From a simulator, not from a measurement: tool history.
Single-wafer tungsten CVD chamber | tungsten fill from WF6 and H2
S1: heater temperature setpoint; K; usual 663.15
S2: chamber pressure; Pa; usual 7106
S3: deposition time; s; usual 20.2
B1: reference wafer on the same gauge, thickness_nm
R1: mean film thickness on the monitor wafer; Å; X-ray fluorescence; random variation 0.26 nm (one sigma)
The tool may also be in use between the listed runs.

run,day,S1,S2,S3,B1,R1
1,0,663.15,7106,20.2,65.528,617.3
2,2.246,663.15,7106,20.2,65.416,606.66
3,3.804,663.15,7106,23.1,65.481,704.01
# day 5.496: thermocouple changed; heater temperature recalibrated
4,5.517,663.15,7106,20.2,65.441,629.36
5,7.638,663.15,7106,20.2,65.514,623.18
6,17.933,663.15,7106,20.2,65.538,622.39
7,20.908,667.15,7106,20.2,65.506,667.04
8,33.738,663.15,7106,20.2,65.399,621.52
9,38.117,663.15,7106,17.1,65.509,527.6
10,41.079,663.15,7106,17.1,65.446,525.77
# day 41.829: showerhead replaced
11,45.088,663.15,7106,17.1,65.333,523.7
# day 48.958: capacitance manometer re-zeroed and calibrated
12,49.05,663.15,7106,20.2,65.46,614.99
13,50.796,663.15,7106,20.2,65.518,614.13
14,52.942,663.15,7106,20.2,65.431,615.5
15,54.762,651.15,7106,20.2,65.574,501.5
16,57.362,663.15,8359,24,65.543,803.25
# day 62.796: thermocouple changed; heater temperature recalibrated
17,68.888,663.15,5919,20.2,65.464,562.31
18,72.817,663.15,7106,20.2,65.523,628.27
19,75.538,663.15,7106,20.2,65.462,627.8
# day 77.083: gauge calibrated
20,79.212,659.15,6479,20.2,65.605,551.67
21,82.908,649.15,7919,20.2,65.386,522.88
22,89.821,663.15,8453,21.4,65.604,728.79
23,93.017,663.15,7106,17.1,65.515,529.97
24,96.271,669.15,5706,22.4,65.469,663.75
25,98.792,663.15,7106,20.2,65.484,617.71
26,102.138,658.15,8106,20.2,65.548,609.93
27,106.554,674.15,7106,20.2,65.449,748.44
28,108.65,677.15,8173,17.7,65.548,735.59
29,111.762,677.15,6173,18.8,65.517,661.1
30,116.312,663.15,8453,21.4,65.527,721.18
31,120.092,669.15,7106,22.7,65.473,763.43
# day 121.171: thermocouple changed; heater temperature recalibrated
32,122.104,663.15,7106,20.2,65.453,625.8
33,125.3,663.15,7106,20.2,65.558,626.67

Some steps in R1 between neighbouring runs. How much of each would the tool show without its hidden state too (settings, what came in, random variation), and how much is left for the hidden state, with any gauge scatter that isn't in both results?
The hidden state here: wafer temperature above the value expected at the setpoint (K); true pressure above the setpoint (%); gauge reads high (%).
Run 3 -> 4: S3 23.1 -> 20.2, thermocouple changed; heater temperature recalibrated. R1 -74.65 Å: hidden state +17.72, all else -92.37.
Run 15 -> 16: S1 651.15 -> 663.15, S2 7106 -> 8359, S3 20.2 -> 24. R1 +301.75 Å: hidden state -6.64, all else +308.39.
Run 16 -> 17: S2 8359 -> 5919, S3 24 -> 20.2, thermocouple changed; heater temperature recalibrated. R1 -240.94 Å: hidden state +17.79, all else -258.73.
Run 21 -> 22: S1 649.15 -> 663.15, S2 7919 -> 8453, S3 20.2 -> 21.4. R1 +205.91 Å: hidden state -1.71, all else +207.62.
Run 31 -> 32: S1 669.15 -> 663.15, S3 22.7 -> 20.2, thermocouple changed; heater temperature recalibrated. R1 -137.63 Å: hidden state +17.3, all else -154.93.
